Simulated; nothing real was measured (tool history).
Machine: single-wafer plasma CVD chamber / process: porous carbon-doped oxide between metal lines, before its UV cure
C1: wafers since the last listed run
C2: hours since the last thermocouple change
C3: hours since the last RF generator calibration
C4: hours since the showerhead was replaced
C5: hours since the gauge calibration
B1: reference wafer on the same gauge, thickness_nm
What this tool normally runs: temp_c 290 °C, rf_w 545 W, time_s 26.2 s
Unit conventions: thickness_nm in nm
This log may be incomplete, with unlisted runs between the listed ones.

run 1 hour=0 | temp_c=300 rf_w=545 time_s=29.9 | C1=0 C2=1538.2 C3=329.3 C4=7268.7 C5=274.3 | B1=177.641 | thickness_nm=169.391
run 2 hour=35.9 | temp_c=300 rf_w=545 time_s=29.9 | C1=471 C2=1574.1 C3=365.2 C4=7304.6 C5=310.2 | B1=178 | thickness_nm=171.457
run 3 hour=54.6 | temp_c=300 rf_w=545 time_s=29.9 | C1=245 C2=1592.8 C3=383.9 C4=7323.3 C5=328.9 | B1=177.837 | thickness_nm=169.319
run 4 hour=81.8 | temp_c=290 rf_w=545 time_s=26.2 | C1=356 C2=1620 C3=411.1 C4=7350.5 C5=356.1 | B1=177.972 | thickness_nm=158.424
run 5 hour=101.7 | temp_c=290 rf_w=545 time_s=26.2 | C1=261 C2=1639.9 C3=431 C4=7370.4 C5=376 | B1=178.545 | thickness_nm=157.806
run 6 hour=131.6 | temp_c=290 rf_w=545 time_s=26.2 | C1=392 C2=1669.8 C3=460.9 C4=7400.3 C5=405.9 | B1=178.028 | thickness_nm=156.925
run 7 hour=161.2 | temp_c=290 rf_w=545 time_s=29.9 | C1=388 C2=1699.4 C3=490.5 C4=7429.9 C5=435.5 | B1=178.116 | thickness_nm=178.013
run 8 hour=184.8 | temp_c=290 rf_w=545 time_s=29.9 | C1=309 C2=1723 C3=514.1 C4=7453.5 C5=459.1 | B1=178.179 | thickness_nm=176.855
run 9 hour=208 | temp_c=283 rf_w=595 time_s=26.2 | C1=304 C2=1746.2 C3=537.3 C4=7476.7 C5=482.3 | B1=177.981 | thickness_nm=170.856
run 10 hour=283.5 | temp_c=283 rf_w=595 time_s=26.2 | C1=990 C2=1821.7 C3=612.8 C4=7552.2 C5=557.8 | B1=178.032 | thickness_nm=170.255
run 11 hour=312 | temp_c=283 rf_w=595 time_s=26.2 | C1=373 C2=1850.2 C3=641.3 C4=7580.7 C5=586.3 | B1=178.034 | thickness_nm=171.617
run 12 hour=336.8 | temp_c=290 rf_w=545 time_s=24.5 | C1=325 C2=1875 C3=666.1 C4=7605.5 C5=611.1 | B1=177.455 | thickness_nm=145.358
run 13 hour=349.3 | temp_c=290 rf_w=545 time_s=24.5 | C1=164 C2=1887.5 C3=678.6 C4=7618 C5=623.6 | B1=178.048 | thickness_nm=145.516
run 14 hour=374 | temp_c=290 rf_w=545 time_s=24.5 | C1=324 C2=1912.2 C3=703.3 C4=7642.7 C5=648.3 | B1=177.71 | thickness_nm=144.161
run 15 hour=401.4 | temp_c=290 rf_w=590 time_s=23.9 | C1=359 C2=1939.6 C3=730.7 C4=7670.1 C5=675.7 | B1=177.973 | thickness_nm=147.727
run 16 hour=417 | temp_c=280 rf_w=600 time_s=23.5 | C1=204 C2=1955.2 C3=746.3 C4=7685.7 C5=691.3 | B1=178.34 | thickness_nm=156.851
run 17 hour=435.8 | temp_c=290 rf_w=590 time_s=23.9 | C1=246 C2=1974 C3=765.1 C4=7704.5 C5=710.1 | B1=177.911 | thickness_nm=147.832
-- hour=513.4 showerhead replaced
-- hour=526.8 thermocouple changed; heater temperature recalibrated
run 18 hour=536.7 | temp_c=299 rf_w=435 time_s=29.9 | C1=1114 C2=9.9 C3=866 C4=23.3 C5=811 | B1=177.892 | thickness_nm=140.583

Expected results for the next run?
run 19 hour=563.8 | temp_c=279 rf_w=605 time_s=28.7 | C1=355 C2=37 C3=893.1 C4=50.4 C5=838.1 | B1=? | thickness_nm=?

{"run 19": {"B1": 178.024, "thickness_nm": 188.397}}
With no hidden state in the tool, this same run would have given thickness_nm 197.844 nm.
